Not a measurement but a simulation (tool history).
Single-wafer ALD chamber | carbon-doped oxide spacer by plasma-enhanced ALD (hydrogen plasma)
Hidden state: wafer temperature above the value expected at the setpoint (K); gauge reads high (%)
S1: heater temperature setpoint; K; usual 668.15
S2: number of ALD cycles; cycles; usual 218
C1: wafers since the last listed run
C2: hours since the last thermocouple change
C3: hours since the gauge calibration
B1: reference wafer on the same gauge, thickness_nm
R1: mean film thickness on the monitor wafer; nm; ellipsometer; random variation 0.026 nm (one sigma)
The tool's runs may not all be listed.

{"run": 1, "hour": 0.0, "S1": 668.15, "S2": 218, "C1": 0, "C2": 1201.0, "C3": 306.8, "B1": 11.647, "R1": 10.609}
{"run": 2, "hour": 38.3, "S1": 668.15, "S2": 218, "C1": 61, "C2": 1239.3, "C3": 345.1, "B1": 11.655, "R1": 10.65}
{"run": 3, "hour": 72.8, "S1": 668.15, "S2": 218, "C1": 55, "C2": 1273.8, "C3": 379.6, "B1": 11.66, "R1": 10.643}
{"run": 4, "hour": 99.3, "S1": 668.15, "S2": 218, "C1": 42, "C2": 1300.3, "C3": 406.1, "B1": 11.661, "R1": 10.678}
{"run": 5, "hour": 169.1, "S1": 668.15, "S2": 218, "C1": 111, "C2": 1370.1, "C3": 475.9, "B1": 11.668, "R1": 10.641}
{"run": 6, "hour": 225.0, "S1": 668.15, "S2": 218, "C1": 89, "C2": 1426.0, "C3": 531.8, "B1": 11.701, "R1": 10.72}
{"run": 7, "hour": 292.2, "S1": 679.15, "S2": 218, "C1": 107, "C2": 1493.2, "C3": 599.0, "B1": 11.706, "R1": 10.479}
{"run": 8, "hour": 355.4, "S1": 679.15, "S2": 218, "C1": 101, "C2": 1556.4, "C3": 662.2, "B1": 11.703, "R1": 10.502}
{"run": 9, "hour": 399.2, "S1": 679.15, "S2": 218, "C1": 70, "C2": 1600.2, "C3": 706.0, "B1": 11.719, "R1": 10.47}
{"run": 10, "hour": 441.0, "S1": 668.15, "S2": 218, "C1": 66, "C2": 1642.0, "C3": 747.8, "B1": 11.72, "R1": 10.718}
{"run": 11, "hour": 496.9, "S1": 668.15, "S2": 218, "C1": 89, "C2": 1697.9, "C3": 803.7, "B1": 11.73, "R1": 10.702}
{"run": 12, "hour": 531.0, "S1": 668.15, "S2": 218, "C1": 54, "C2": 1732.0, "C3": 837.8, "B1": 11.732, "R1": 10.714}
{"run": 13, "hour": 602.5, "S1": 678.15, "S2": 218, "C1": 114, "C2": 1803.5, "C3": 909.3, "B1": 11.75, "R1": 10.555}
{"run": 14, "hour": 669.4, "S1": 668.15, "S2": 218, "C1": 106, "C2": 1870.4, "C3": 976.2, "B1": 11.773, "R1": 10.674}
{"run": 15, "hour": 706.7, "S1": 668.15, "S2": 218, "C1": 59, "C2": 1907.7, "C3": 1013.5, "B1": 11.757, "R1": 10.767}
{"run": 16, "hour": 759.7, "S1": 668.15, "S2": 218, "C1": 84, "C2": 1960.7, "C3": 1066.5, "B1": 11.78, "R1": 10.727}
{"run": 17, "hour": 796.1, "S1": 668.15, "S2": 218, "C1": 58, "C2": 1997.1, "C3": 1102.9, "B1": 11.782, "R1": 10.731}
{"run": 18, "hour": 849.4, "S1": 668.15, "S2": 188, "C1": 85, "C2": 2050.4, "C3": 1156.2, "B1": 11.787, "R1": 9.319}
{"run": 19, "hour": 902.6, "S1": 668.15, "S2": 218, "C1": 85, "C2": 2103.6, "C3": 1209.4, "B1": 11.794, "R1": 10.7}
{"run": 20, "hour": 963.1, "S1": 661.15, "S2": 218, "C1": 96, "C2": 2164.1, "C3": 1269.9, "B1": 11.803, "R1": 10.74}
{"hour": 1155.5, "done": "thermocouple changed; heater temperature recalibrated"}
{"run": 21, "hour": 1169.3, "S1": 678.15, "S2": 230, "C1": 316, "C2": 13.8, "C3": 1476.1, "B1": 11.841, "R1": 11.203}
{"run": 22, "hour": 1196.7, "S1": 676.15, "S2": 206, "C1": 43, "C2": 41.2, "C3": 1503.5, "B1": 11.843, "R1": 10.103}
{"run": 23, "hour": 1230.7, "S1": 681.15, "S2": 243, "C1": 54, "C2": 75.2, "C3": 1537.5, "B1": 11.849, "R1": 11.751}
{"run": 24, "hour": 1265.1, "S1": 668.15, "S2": 218, "C1": 55, "C2": 109.6, "C3": 1571.9, "B1": 11.849, "R1": 10.81}
{"run": 25, "hour": 1312.0, "S1": 657.15, "S2": 185, "C1": 74, "C2": 156.5, "C3": 1618.8, "B1": 11.856, "R1": 9.227}
{"run": 26, "hour": 1370.4, "S1": 653.15, "S2": 261, "C1": 93, "C2": 214.9, "C3": 1677.2, "B1": 11.872, "R1": 12.987}
{"run": 27, "hour": 1436.9, "S1": 657.15, "S2": 218, "C1": 106, "C2": 281.4, "C3": 1743.7, "B1": 11.879, "R1": 10.835}
{"run": 28, "hour": 1479.7, "S1": 664.15, "S2": 218, "C1": 68, "C2": 324.2, "C3": 1786.5, "B1": 11.893, "R1": 10.854}
{"run": 29, "hour": 1517.6, "S1": 654.15, "S2": 238, "C1": 60, "C2": 362.1, "C3": 1824.4, "B1": 11.905, "R1": 11.852}
{"run": 30, "hour": 1582.4, "S1": 668.15, "S2": 218, "C1": 103, "C2": 426.9, "C3": 1889.2, "B1": 11.897, "R1": 10.876}
{"run": 31, "hour": 1642.3, "S1": 668.15, "S2": 188, "C1": 95, "C2": 486.8, "C3": 1949.1, "B1": 11.917, "R1": 9.422}
{"hour": 1678.4, "done": "gauge calibrated"}
{"run": 32, "hour": 1697.3, "S1": 668.15, "S2": 218, "C1": 87, "C2": 541.8, "C3": 18.9, "B1": 11.599, "R1": 10.574}
{"run": 33, "hour": 1723.0, "S1": 668.15, "S2": 218, "C1": 41, "C2": 567.5, "C3": 44.6, "B1": 11.599, "R1": 10.622}
{"run": 34, "hour": 1892.8, "S1": 679.15, "S2": 246, "C1": 271, "C2": 737.3, "C3": 214.4, "B1": 11.651, "R1": 11.77}
{"run": 35, "hour": 1927.3, "S1": 668.15, "S2": 218, "C1": 55, "C2": 771.8, "C3": 248.9, "B1": 11.646, "R1": 10.614}
{"run": 36, "hour": 1976.7, "S1": 668.15, "S2": 218, "C1": 78, "C2": 821.2, "C3": 298.3, "B1": 11.65, "R1": 10.666}
{"run": 37, "hour": 2030.5, "S1": 664.15, "S2": 259, "C1": 86, "C2": 875.0, "C3": 352.1, "B1": 11.658, "R1": 12.666}
{"run": 38, "hour": 2081.4, "S1": 662.15, "S2": 206, "C1": 81, "C2": 925.9, "C3": 403.0, "B1": 11.68, "R1": 10.088}
{"run": 39, "hour": 2132.9, "S1": 668.15, "S2": 218, "C1": 82, "C2": 977.4, "C3": 454.5, "B1": 11.672, "R1": 10.643}

Forecast each of these 3 alternatives for the next run:
{"run": "A", "hour": 2133.6, "S1": 668.15, "S2": 218, "C1": 1, "C2": 978.1, "C3": 455.2, "B1": "?", "R1": "?"}
{"run": "B", "hour": 2133.6, "S1": 663.15, "S2": 196, "C1": 1, "C2": 978.1, "C3": 455.2, "B1": "?", "R1": "?"}
{"run": "C", "hour": 2133.6, "S1": 673.15, "S2": 218, "C1": 1, "C2": 978.1, "C3": 455.2, "B1": "?", "R1": "?"}

run=A B1=11.683 R1=10.677
run=B B1=11.683 R1=9.600
run=C B1=11.683 R1=10.663
Without the tool's hidden state the same runs would have given:
run=A R1=10.606
run=B R1=9.535
run=C R1=10.591
